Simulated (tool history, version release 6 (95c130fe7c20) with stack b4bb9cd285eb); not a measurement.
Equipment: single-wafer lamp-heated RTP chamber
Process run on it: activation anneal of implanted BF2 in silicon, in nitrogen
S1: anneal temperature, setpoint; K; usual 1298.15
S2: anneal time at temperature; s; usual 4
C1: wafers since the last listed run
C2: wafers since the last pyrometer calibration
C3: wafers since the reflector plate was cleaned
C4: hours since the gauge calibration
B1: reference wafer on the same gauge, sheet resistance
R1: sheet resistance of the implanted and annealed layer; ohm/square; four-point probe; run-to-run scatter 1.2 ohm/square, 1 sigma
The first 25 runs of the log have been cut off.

run,hour,S1,S2,C1,C2,C3,C4,B1,R1
26,1451.1,1277.15,3,752,9213,1628,427.2,425.52,538.45
27,1507.9,1326.15,5,1424,10638,3053,484,425.05,405.01
# hour 1531.4: pyrometer window cleaned and pyrometer calibrated
28,1552.3,1283.15,4,913,525,3966,528.4,425.53,500.05
29,1621.7,1313.15,6,1740,2266,5707,597.8,425.04,416.3
30,1719,1315.15,5,2440,4707,8147,695.1,425.09,420.83
31,1770.7,1298.15,4,1296,6003,9444,746.8,424.7,459.76
# hour 1798.8: reflector plate cleaned
32,1840.3,1298.15,4,1545,7549,1042,816.4,424.85,464.01
33,1877.4,1275.15,4,930,8479,1972,853.5,424.71,527.72
34,1932.3,1288.15,4,1377,9856,3349,908.4,424.7,485.92
# hour 1982.7: pyrometer window cleaned and pyrometer calibrated
35,1983.2,1311.15,6,1076,12,4425,959.3,424.89,418.67
36,2017.1,1306.15,3,850,863,5276,993.2,425.4,459.23
37,2055.6,1270.15,5,965,1828,6241,1031.7,425.06,522.04

Alternative continuations, all from the tool just after run 37; predict every row:
A,2056,1298.15,4,10,1838,6252,1032.1,?,?
B,2056,1312.15,4,10,1838,6252,1032.1,?,?
C,2056,1290.15,5,10,1838,6252,1032.1,?,?

run,B1,R1
A,424.82,460.18
B,424.82,433.61
C,424.82,464.48
Without the tool's hidden state the same runs would have given:
run,R1
A,463.45
B,436.2
C,467.93
